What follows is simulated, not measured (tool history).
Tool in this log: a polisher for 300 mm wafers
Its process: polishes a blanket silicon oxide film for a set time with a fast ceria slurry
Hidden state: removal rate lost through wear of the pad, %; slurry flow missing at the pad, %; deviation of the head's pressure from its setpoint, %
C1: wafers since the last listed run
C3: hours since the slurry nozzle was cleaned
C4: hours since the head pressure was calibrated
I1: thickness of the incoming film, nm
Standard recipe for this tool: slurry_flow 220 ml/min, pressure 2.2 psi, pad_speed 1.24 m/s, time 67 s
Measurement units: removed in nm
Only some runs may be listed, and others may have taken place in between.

run 1 hour=0 | slurry_flow=220 pressure=2.2 pad_speed=1.24 time=67 | C1=0 wafers_polished_on_this_pad=844 C3=259.9 C4=415.9 | I1=3015.6 | removed=903.9
run 2 hour=9.5 | slurry_flow=220 pressure=2.2 pad_speed=1.24 time=79 | C1=122 wafers_polished_on_this_pad=967 C3=269.4 C4=425.4 | I1=2996.5 | removed=1074.6
run 3 hour=21.2 | slurry_flow=220 pressure=2.2 pad_speed=1.24 time=79 | C1=150 wafers_polished_on_this_pad=1117 C3=281.1 C4=437.1 | I1=2991.5 | removed=1054.9
-- hour=25.6 worn pad replaced by a new one
run 4 hour=35.9 | slurry_flow=220 pressure=2.2 pad_speed=1.24 time=79 | C1=137 wafers_polished_on_this_pad=132 C3=295.8 C4=451.8 | I1=3028 | removed=1062.5
run 5 hour=43.5 | slurry_flow=220 pressure=2.2 pad_speed=1.24 time=67 | C1=97 wafers_polished_on_this_pad=230 C3=303.4 C4=459.4 | I1=2964.5 | removed=907.7
run 6 hour=60.4 | slurry_flow=220 pressure=2.2 pad_speed=1.48 time=53 | C1=217 wafers_polished_on_this_pad=447 C3=320.3 C4=476.3 | I1=2979.3 | removed=856.5
-- hour=76 head pressure recalibrated
run 7 hour=76.5 | slurry_flow=220 pressure=2.2 pad_speed=1.24 time=67 | C1=181 wafers_polished_on_this_pad=628 C3=336.4 C4=0.5 | I1=2927.7 | removed=911.2
-- hour=90.5 slurry nozzle cleaned
run 8 hour=92 | slurry_flow=220 pressure=2.2 pad_speed=1.24 time=67 | C1=186 wafers_polished_on_this_pad=815 C3=1.5 C4=16 | I1=2974.2 | removed=1008.6
-- hour=101.3 worn pad replaced by a new one
run 9 hour=102.6 | slurry_flow=220 pressure=2.2 pad_speed=1.24 time=67 | C1=84 wafers_polished_on_this_pad=16 C3=12.1 C4=26.6 | I1=2939.2 | removed=1012.4
run 10 hour=115 | slurry_flow=220 pressure=2.8 pad_speed=1.06 time=67 | C1=159 wafers_polished_on_this_pad=176 C3=24.5 C4=39 | I1=2962.8 | removed=1064.3
run 11 hour=122.1 | slurry_flow=220 pressure=2.2 pad_speed=1.24 time=54 | C1=91 wafers_polished_on_this_pad=267 C3=31.6 C4=46.1 | I1=2981.8 | removed=781.3
run 12 hour=129.9 | slurry_flow=255 pressure=2.2 pad_speed=1.24 time=67 | C1=100 wafers_polished_on_this_pad=368 C3=39.4 C4=53.9 | I1=2998.5 | removed=991.9
run 13 hour=147.5 | slurry_flow=160 pressure=1.9 pad_speed=1.24 time=52 | C1=226 wafers_polished_on_this_pad=594 C3=57 C4=71.5 | I1=2951.9 | removed=597.8
run 14 hour=157.7 | slurry_flow=250 pressure=1.5 pad_speed=0.94 time=67 | C1=131 wafers_polished_on_this_pad=725 C3=67.2 C4=81.7 | I1=2977.7 | removed=524.8
run 15 hour=173.6 | slurry_flow=220 pressure=2.2 pad_speed=0.84 time=87 | C1=204 wafers_polished_on_this_pad=930 C3=83.1 C4=97.6 | I1=2969.9 | removed=859.6
-- hour=187.2 worn pad replaced by a new one
run 16 hour=216.1 | slurry_flow=240 pressure=2.5 pad_speed=1.68 time=75 | C1=495 wafers_polished_on_this_pad=372 C3=125.6 C4=140.1 | I1=2944.6 | removed=1573.1

Results for each run, recomputed without the tool's hidden state and with each run's random variation untouched:
run=1 removed=989.7
run=2 removed=1178.2
run=3 removed=1158.2
run=4 removed=1168.6
run=5 removed=999.1
run=6 removed=944.2
run=7 removed=1005.8
run=8 removed=1018.8
run=9 removed=1029
run=10 removed=1089.7
run=11 removed=803.2
run=12 removed=1019.7
run=13 removed=633.7
run=14 removed=547.1
run=15 removed=908.9
run=16 removed=1685.4
